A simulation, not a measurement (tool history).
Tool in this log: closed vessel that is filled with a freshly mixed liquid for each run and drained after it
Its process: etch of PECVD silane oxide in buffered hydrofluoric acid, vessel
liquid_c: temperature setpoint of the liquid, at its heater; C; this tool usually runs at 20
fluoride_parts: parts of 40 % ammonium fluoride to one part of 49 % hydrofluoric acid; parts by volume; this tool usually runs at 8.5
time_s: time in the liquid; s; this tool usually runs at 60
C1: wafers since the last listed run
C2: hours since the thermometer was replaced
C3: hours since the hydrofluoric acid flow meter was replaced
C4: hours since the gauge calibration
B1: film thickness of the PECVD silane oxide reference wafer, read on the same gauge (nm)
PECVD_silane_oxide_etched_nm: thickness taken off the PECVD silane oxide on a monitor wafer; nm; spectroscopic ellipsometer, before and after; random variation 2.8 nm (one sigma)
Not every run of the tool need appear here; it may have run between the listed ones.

Run 1, day 0: usual settings; C1 0; C2 1934.3; C3 839.6; C4 107.7; B1 89.99. Result: PECVD_silane_oxide_etched_nm 322.03 nm.
Run 2, day 0.554: usual settings but fluoride_parts 10 parts by volume; C1 1960; C2 1947.6; C3 852.9; C4 121; B1 90.01. Result: PECVD_silane_oxide_etched_nm 278.16 nm.
Run 3, day 1.092: usual settings but fluoride_parts 10 parts by volume; C1 1902; C2 1960.5; C3 865.8; C4 133.9; B1 90.01. Result: PECVD_silane_oxide_etched_nm 271.77 nm.
Run 4, day 2.479: usual settings but liquid_c 17 C; C1 4909; C2 1993.8; C3 899.1; C4 167.2; B1 90.04. Result: PECVD_silane_oxide_etched_nm 278.47 nm.
Run 5, day 3.012: usual settings but liquid_c 17 C; C1 1887; C2 2006.6; C3 911.9; C4 180; B1 90.01. Result: PECVD_silane_oxide_etched_nm 272.11 nm.
Run 6, day 4.025: usual settings; C1 3582; C2 2030.9; C3 936.2; C4 204.3; B1 89.98. Result: PECVD_silane_oxide_etched_nm 324.88 nm.
Run 7, day 5.012: usual settings but time_s 75 s; C1 3494; C2 2054.6; C3 959.9; C4 228; B1 89.99. Result: PECVD_silane_oxide_etched_nm 411.26 nm.
Run 8, day 6.075: usual settings but time_s 75 s; C1 3759; C2 2080.1; C3 985.4; C4 253.5; B1 90.01. Result: PECVD_silane_oxide_etched_nm 402.9 nm.
At day 6.221: thermometer replaced.
Run 9, day 7.117: usual settings but time_s 75 s; C1 3538; C2 21.5; C3 1010.4; C4 278.5; B1 90.03. Result: PECVD_silane_oxide_etched_nm 409.89 nm.
Run 10, day 8.021: usual settings; C1 3199; C2 43.2; C3 1032.1; C4 300.2; B1 90.04. Result: PECVD_silane_oxide_etched_nm 324.15 nm.
Run 11, day 8.821: usual settings; C1 2830; C2 62.4; C3 1051.3; C4 319.4; B1 89.99. Result: PECVD_silane_oxide_etched_nm 330.86 nm.
Run 12, day 9.454: usual settings but time_s 85 s; C1 2241; C2 77.6; C3 1066.5; C4 334.6; B1 90.01. Result: PECVD_silane_oxide_etched_nm 464.06 nm.
Run 13, day 10.271: usual settings but time_s 85 s; C1 2889; C2 97.2; C3 1086.1; C4 354.2; B1 90. Result: PECVD_silane_oxide_etched_nm 472.25 nm.
Run 14, day 11.733: usual settings; C1 5175; C2 132.3; C3 1121.2; C4 389.3; B1 89.98. Result: PECVD_silane_oxide_etched_nm 330.33 nm.
Run 15, day 12.854: usual settings but liquid_c 22.5 C, fluoride_parts 11 parts by volume; C1 3966; C2 159.2; C3 1148.1; C4 416.2; B1 89.99. Result: PECVD_silane_oxide_etched_nm 294.53 nm.
At day 13.138: hydrofluoric acid flow meter replaced.
Run 16, day 14.3: usual settings but liquid_c 23 C, fluoride_parts 10.5 parts by volume, time_s 85 s; C1 4968; C2 193.9; C3 27.9; C4 450.9; B1 90.02. Result: PECVD_silane_oxide_etched_nm 411.86 nm.
Run 17, day 14.846: usual settings but liquid_c 22.5 C, time_s 80 s; C1 1931; C2 207; C3 41; C4 464; B1 90.02. Result: PECVD_silane_oxide_etched_nm 453.89 nm.
Run 18, day 18.158: usual settings; C1 11721; C2 286.5; C3 120.5; C4 543.5; B1 89.99. Result: PECVD_silane_oxide_etched_nm 296.3 nm.
Run 19, day 19.2: usual settings; C1 3686; C2 311.5; C3 145.5; C4 568.5; B1 90.02. Result: PECVD_silane_oxide_etched_nm 297.29 nm.
Run 20, day 19.921: usual settings but liquid_c 17 C, fluoride_parts 12 parts by volume, time_s 80 s; C1 2550; C2 328.8; C3 162.8; C4 585.8; B1 89.94. Result: PECVD_silane_oxide_etched_nm 246.15 nm.
At day 20.296: gauge calibrated.
Run 21, day 20.717: usual settings; C1 2816; C2 347.9; C3 181.9; C4 10.1; B1 90. Result: PECVD_silane_oxide_etched_nm 297.71 nm.
Run 22, day 22.075: usual settings; C1 4806; C2 380.5; C3 214.5; C4 42.7; B1 89.99. Result: PECVD_silane_oxide_etched_nm 301.92 nm.
Run 23, day 22.95: usual settings but liquid_c 17 C, fluoride_parts 7 parts by volume, time_s 80 s; C1 3096; C2 401.5; C3 235.5; C4 63.7; B1 90.03. Result: PECVD_silane_oxide_etched_nm 418.71 nm.
Run 24, day 24.383: usual settings but liquid_c 17 C, fluoride_parts 6 parts by volume, time_s 75 s; C1 5072; C2 435.9; C3 269.9; C4 98.1; B1 90.05. Result: PECVD_silane_oxide_etched_nm 450.5 nm.
Run 25, day 25.204: usual settings but fluoride_parts 10 parts by volume, time_s 50 s; C1 2904; C2 455.6; C3 289.6; C4 117.8; B1 89.95. Result: PECVD_silane_oxide_etched_nm 218.39 nm.
Run 26, day 26.033: usual settings but liquid_c 21.5 C, fluoride_parts 11.5 parts by volume; C1 2934; C2 475.5; C3 309.5; C4 137.7; B1 90.05. Result: PECVD_silane_oxide_etched_nm 248.71 nm.
Run 27, day 26.842: usual settings but liquid_c 23.5 C; C1 2860; C2 494.9; C3 328.9; C4 157.1; B1 90.02. Result: PECVD_silane_oxide_etched_nm 367.5 nm.
Run 28, day 27.388: usual settings but liquid_c 25 C; C1 1931; C2 508; C3 342; C4 170.2; B1 89.99. Result: PECVD_silane_oxide_etched_nm 402.43 nm.
Run 29, day 27.975: usual settings; C1 2078; C2 522.1; C3 356.1; C4 184.3; B1 90.01. Result: PECVD_silane_oxide_etched_nm 304.8 nm.
Run 30, day 28.767: usual settings but liquid_c 17 C, fluoride_parts 11.5 parts by volume; C1 2801; C2 541.1; C3 375.1; C4 203.3; B1 90. Result: PECVD_silane_oxide_etched_nm 195.94 nm.
Run 31, day 29.833: usual settings but liquid_c 21.5 C; C1 3774; C2 566.7; C3 400.7; C4 228.9; B1 89.96. Result: PECVD_silane_oxide_etched_nm 338.43 nm.
Run 32, day 30.571: usual settings but fluoride_parts 7.5 parts by volume; C1 2609; C2 584.4; C3 418.4; C4 246.6; B1 89.97. Result: PECVD_silane_oxide_etched_nm 358.06 nm.

Forecast each of these 5 alternatives for the next run:
Run A, day 30.6: usual settings; C1 103; C2 585.1; C3 419.1; C4 247.3; B1 ?. Result: PECVD_silane_oxide_etched_nm ?.
Run B, day 30.6: usual settings but liquid_c 17 C, fluoride_parts 10 parts by volume, time_s 70 s; C1 103; C2 585.1; C3 419.1; C4 247.3; B1 ?. Result: PECVD_silane_oxide_etched_nm ?.
Run C, day 30.6: usual settings but time_s 95 s; C1 103; C2 585.1; C3 419.1; C4 247.3; B1 ?. Result: PECVD_silane_oxide_etched_nm ?.
Run D, day 30.6: usual settings but liquid_c 25 C, fluoride_parts 7.5 parts by volume; C1 103; C2 585.1; C3 419.1; C4 247.3; B1 ?. Result: PECVD_silane_oxide_etched_nm ?.
Run E, day 30.6: usual settings but liquid_c 24.5 C, time_s 80 s; C1 103; C2 585.1; C3 419.1; C4 247.3; B1 ?. Result: PECVD_silane_oxide_etched_nm ?.

run     B1  PECVD_silane_oxide_etched_nm
  A  90.01                        305.46
  B  90.01                        259.17
  C  90.01                        483.65
  D  90.01                        460.46
  E  90.01                        521.93
Without the tool's hidden state the same runs would have given:
run  PECVD_silane_oxide_etched_nm
  A                        290.87
  B                        251.87
  C                        460.55
  D                        438.57
  E                        497.02
